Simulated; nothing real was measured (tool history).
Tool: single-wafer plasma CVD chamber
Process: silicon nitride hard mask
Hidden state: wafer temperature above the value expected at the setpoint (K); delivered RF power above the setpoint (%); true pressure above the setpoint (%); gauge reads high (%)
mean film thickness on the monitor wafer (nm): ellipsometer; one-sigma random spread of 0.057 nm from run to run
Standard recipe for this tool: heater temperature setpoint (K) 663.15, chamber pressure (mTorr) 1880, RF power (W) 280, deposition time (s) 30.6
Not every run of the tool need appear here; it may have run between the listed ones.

| run | hour | heater temperature setpoint (K) | chamber pressure (mTorr) | RF power (W) | deposition time (s) | wafers since the last listed run | hours since the last thermocouple change | hours since the last RF generator calibration | hours since the last manometer calibration | hours since the showerhead was replaced | hours since the gauge calibration | read-back reference wafer on the same gauge, thickness_nm | mean film thickness on the monitor wafer (nm) |
|---|---|---|---|---|---|---|---|---|---|---|---|---|---|
| 1 | 0 | 663.15 | 1880 | 280 | 30.6 | 0 | 2028.3 | 2049.4 | 2073.7 | 7630 | 58.2 | 43.389 | 36.735 |
| 2 | 10.5 | 663.15 | 1880 | 280 | 30.6 | 237 | 2038.8 | 2059.9 | 2084.2 | 7640.5 | 68.7 | 43.406 | 36.725 |
| 3 | 20.3 | 652.15 | 1880 | 280 | 27.7 | 222 | 2048.6 | 2069.7 | 2094 | 7650.3 | 78.5 | 43.411 | 33.456 |
| 4 | 32.2 | 652.15 | 1880 | 280 | 27.7 | 269 | 2060.5 | 2081.6 | 2105.9 | 7662.2 | 90.4 | 43.407 | 33.371 |
| 5 | 42.5 | 663.15 | 1880 | 280 | 30.6 | 233 | 2070.8 | 2091.9 | 2116.2 | 7672.5 | 100.7 | 43.41 | 36.687 |
|  | 60.3 | capacitance manometer re-zeroed and calibrated |
| 6 | 60.8 | 663.15 | 1880 | 280 | 30.6 | 233 | 2089.1 | 2110.2 | 0.5 | 7690.8 | 119 | 43.409 | 36.703 |
| 7 | 72.8 | 663.15 | 2000 | 280 | 30.6 | 271 | 2101.1 | 2122.2 | 12.5 | 7702.8 | 131 | 43.395 | 37.059 |
| 8 | 86.1 | 663.15 | 1880 | 280 | 30.6 | 301 | 2114.4 | 2135.5 | 25.8 | 7716.1 | 144.3 | 43.397 | 36.659 |
| 9 | 100.9 | 663.15 | 2180 | 240 | 30.6 | 335 | 2129.2 | 2150.3 | 40.6 | 7730.9 | 159.1 | 43.388 | 31.756 |
| 10 | 109.5 | 663.15 | 1880 | 280 | 30.6 | 194 | 2137.8 | 2158.9 | 49.2 | 7739.5 | 167.7 | 43.411 | 36.663 |
|  | 119.3 | RF generator calibrated |
|  | 120.9 | showerhead replaced |
| 11 | 124.5 | 663.15 | 1880 | 280 | 28.7 | 121 | 2152.8 | 5.2 | 64.2 | 3.6 | 182.7 | 43.393 | 35.491 |
| 12 | 140.6 | 663.15 | 1880 | 280 | 30.6 | 364 | 2168.9 | 21.3 | 80.3 | 19.7 | 198.8 | 43.401 | 37.732 |
|  | 158.9 | thermocouple changed; heater temperature recalibrated |
| 13 | 159.4 | 663.15 | 1880 | 280 | 30.6 | 244 | 0.5 | 40.1 | 99.1 | 38.5 | 217.6 | 43.411 | 37.757 |
| 14 | 168.9 | 659.15 | 2350 | 280 | 27 | 215 | 10 | 49.6 | 108.6 | 48 | 227.1 | 43.391 | 34.472 |
| 15 | 179.3 | 663.15 | 1880 | 280 | 30.6 | 235 | 20.4 | 60 | 119 | 58.4 | 237.5 | 43.391 | 37.794 |
| 16 | 195.7 | 663.15 | 1880 | 280 | 30.6 | 371 | 36.8 | 76.4 | 135.4 | 74.8 | 253.9 | 43.404 | 37.833 |
| 17 | 202.3 | 663.15 | 1710 | 255 | 30.6 | 149 | 43.4 | 83 | 142 | 81.4 | 260.5 | 43.422 | 33.844 |
| 18 | 215.5 | 663.15 | 1880 | 305 | 30.6 | 299 | 56.6 | 96.2 | 155.2 | 94.6 | 273.7 | 43.404 | 40.816 |
| 19 | 226.1 | 663.15 | 1880 | 280 | 30.6 | 240 | 67.2 | 106.8 | 165.8 | 105.2 | 284.3 | 43.401 | 37.747 |
|  | 235.2 | gauge calibrated |
| 20 | 237.1 | 663.15 | 1880 | 330 | 30.6 | 249 | 78.2 | 117.8 | 176.8 | 116.2 | 1.9 | 43.396 | 43.666 |
| 21 | 250.3 | 676.15 | 1880 | 280 | 30.6 | 299 | 91.4 | 131 | 190 | 129.4 | 15.1 | 43.404 | 37.532 |
| 22 | 258 | 663.15 | 1720 | 280 | 30.6 | 174 | 99.1 | 138.7 | 197.7 | 137.1 | 22.8 | 43.409 | 37.25 |
| 23 | 306.3 | 663.15 | 1880 | 280 | 33.8 | 1094 | 147.4 | 187 | 246 | 185.4 | 71.1 | 43.392 | 41.673 |
| 24 | 320.1 | 654.15 | 1880 | 280 | 30.6 | 312 | 161.2 | 200.8 | 259.8 | 199.2 | 84.9 | 43.4 | 37.81 |
| 25 | 328.2 | 663.15 | 1670 | 325 | 25.8 | 183 | 169.3 | 208.9 | 267.9 | 207.3 | 93 | 43.422 | 35.828 |
| 26 | 340 | 650.15 | 1880 | 335 | 25.1 | 267 | 181.1 | 220.7 | 279.7 | 219.1 | 104.8 | 43.388 | 36.562 |
| 27 | 346.4 | 668.15 | 1750 | 265 | 32.8 | 144 | 187.5 | 227.1 | 286.1 | 225.5 | 111.2 | 43.397 | 37.819 |
| 28 | 356.2 | 673.15 | 1880 | 280 | 25.5 | 222 | 197.3 | 236.9 | 295.9 | 235.3 | 121 | 43.401 | 31.3 |
| 29 | 365.9 | 667.15 | 1430 | 280 | 30.6 | 219 | 207 | 246.6 | 305.6 | 245 | 130.7 | 43.399 | 36.166 |

Below are 4 alternative next runs, each starting from the tool's condition after run 29. Predict each:
| A | 366.3 | 651.15 | 1880 | 280 | 30.6 | 9 | 207.4 | 247 | 306 | 245.4 | 131.1 | ? | ? |
| B | 366.3 | 668.15 | 2130 | 280 | 30.6 | 9 | 207.4 | 247 | 306 | 245.4 | 131.1 | ? | ? |
| C | 366.3 | 656.15 | 2110 | 250 | 25.6 | 9 | 207.4 | 247 | 306 | 245.4 | 131.1 | ? | ? |
| D | 366.3 | 669.15 | 1560 | 320 | 30.6 | 9 | 207.4 | 247 | 306 | 245.4 | 131.1 | ? | ? |

| run | read-back reference wafer on the same gauge, thickness_nm | mean film thickness on the monitor wafer (nm) |
|---|---|---|
| A | 43.404 | 37.894 |
| B | 43.404 | 38.319 |
| C | 43.404 | 28.636 |
| D | 43.404 | 41.524 |
The same runs, with their run-to-run variation unchanged, on a tool lacking any hidden condition would have given:
| run | mean film thickness on the monitor wafer (nm) |
|---|---|
| A | 38.013 |
| B | 38.44 |
| C | 28.73 |
| D | 41.645 |

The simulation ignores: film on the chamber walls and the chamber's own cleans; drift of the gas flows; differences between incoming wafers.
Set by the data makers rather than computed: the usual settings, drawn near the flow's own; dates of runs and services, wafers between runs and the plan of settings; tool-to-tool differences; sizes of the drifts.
